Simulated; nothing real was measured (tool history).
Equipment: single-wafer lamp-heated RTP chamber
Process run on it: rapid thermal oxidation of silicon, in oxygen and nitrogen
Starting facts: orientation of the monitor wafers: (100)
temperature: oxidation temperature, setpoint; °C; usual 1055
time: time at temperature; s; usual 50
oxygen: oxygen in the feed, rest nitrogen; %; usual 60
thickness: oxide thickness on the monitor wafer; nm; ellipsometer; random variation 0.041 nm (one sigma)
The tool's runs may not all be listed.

run,day,temperature,time,oxygen,wafers since the last listed run,wafers since the last pyrometer calibration,hours since the oxygen flow controller was replaced,hours since the gauge calibration,"read-back reference wafer on the same gauge, thickness",thickness
1,0,1055,50,60,0,3013,2597.9,106.7,8.045,7.376
2,0.725,1055,50,60,96,3110,2615.3,124.1,8.03,7.433
3,1.458,1055,50,60,97,3207,2632.9,141.7,8.058,7.334
4,2.158,1055,50,71,93,3300,2649.7,158.5,8.036,7.824
5,2.671,1055,50,71,68,3369,2662,170.8,8.04,7.822
6,3.238,1055,50,71,75,3444,2675.6,184.4,8.027,7.821
7,3.712,1055,50,60,63,3507,2687,195.8,8.038,7.506
8,4.017,1036,40,60,40,3548,2694.3,203.1,8.042,5.968
9,4.425,1055,66,60,54,3602,2704.1,212.9,8.028,8.458
10,4.758,1055,50,60,44,3646,2712.1,220.9,8.027,7.44
11,5.071,1055,40,60,41,3688,2719.6,228.4,8.04,6.719
# day 5.338: gauge calibrated
# day 5.488: oxygen flow controller replaced
12,5.508,1055,50,60,13,3702,0.5,4.1,8.048,7.398
13,5.912,1032,40,60,53,3755,10.2,13.8,8.021,5.8
14,6.292,1055,50,60,50,3806,19.3,22.9,8.049,7.475
15,6.925,1055,50,60,84,3890,34.5,38.1,8.042,7.507
16,8.629,1072,36,72,226,4117,75.4,79,8.041,7.713
17,8.996,1055,50,46,48,4165,84.2,87.8,8.05,6.82
18,9.438,1031,50,60,58,4224,94.8,98.4,8.042,6.346
19,9.833,1055,50,40,52,4277,104.3,107.9,8.054,6.479
20,10.421,1036,40,60,78,4355,118.4,122,8.042,6.012
21,10.75,1032,40,60,43,4399,126.3,129.9,8.033,5.838
22,11.467,1040,27,60,95,4494,143.5,147.1,8.038,5.221
23,12.025,1071,50,89,74,4568,156.9,160.5,8.052,9.577
# day 12.8: pyrometer window cleaned and pyrometer calibrated
24,12.821,1055,63,77,61,2,176,179.6,8.04,8.563
25,13.388,1046,31,60,75,78,189.6,193.2,8.042,5.442
26,14.054,1055,34,77,88,166,205.6,209.2,8.041,6.595
27,14.483,1055,50,60,57,223,215.9,219.5,8.055,7.149
28,14.971,1055,50,60,64,288,227.6,231.2,8.046,7.092
29,15.646,1042,50,78,89,378,243.8,247.4,8.04,7.194
30,16.188,1055,74,60,72,450,256.8,260.4,8.049,8.451

List, for all runs, the conditions of the tool that the log does not record:
deviation of the oxygen flow from its setpoint, %: 0 at every run
gauge reads high (%): 0 at every run
H1: true wafer temperature minus pyrometer reading, K
run,H1
1,6.8
2,6.99
3,7.19
4,7.38
5,7.52
6,7.67
7,7.8
8,7.88
9,7.99
10,8.08
11,8.16
12,8.28
13,8.39
14,8.49
15,8.66
16,9.11
17,9.21
18,9.33
19,9.44
20,9.59
21,9.68
22,9.88
23,10
24,0.821
25,0.973
26,1.15
27,1.27
28,1.4
29,1.58
30,1.72
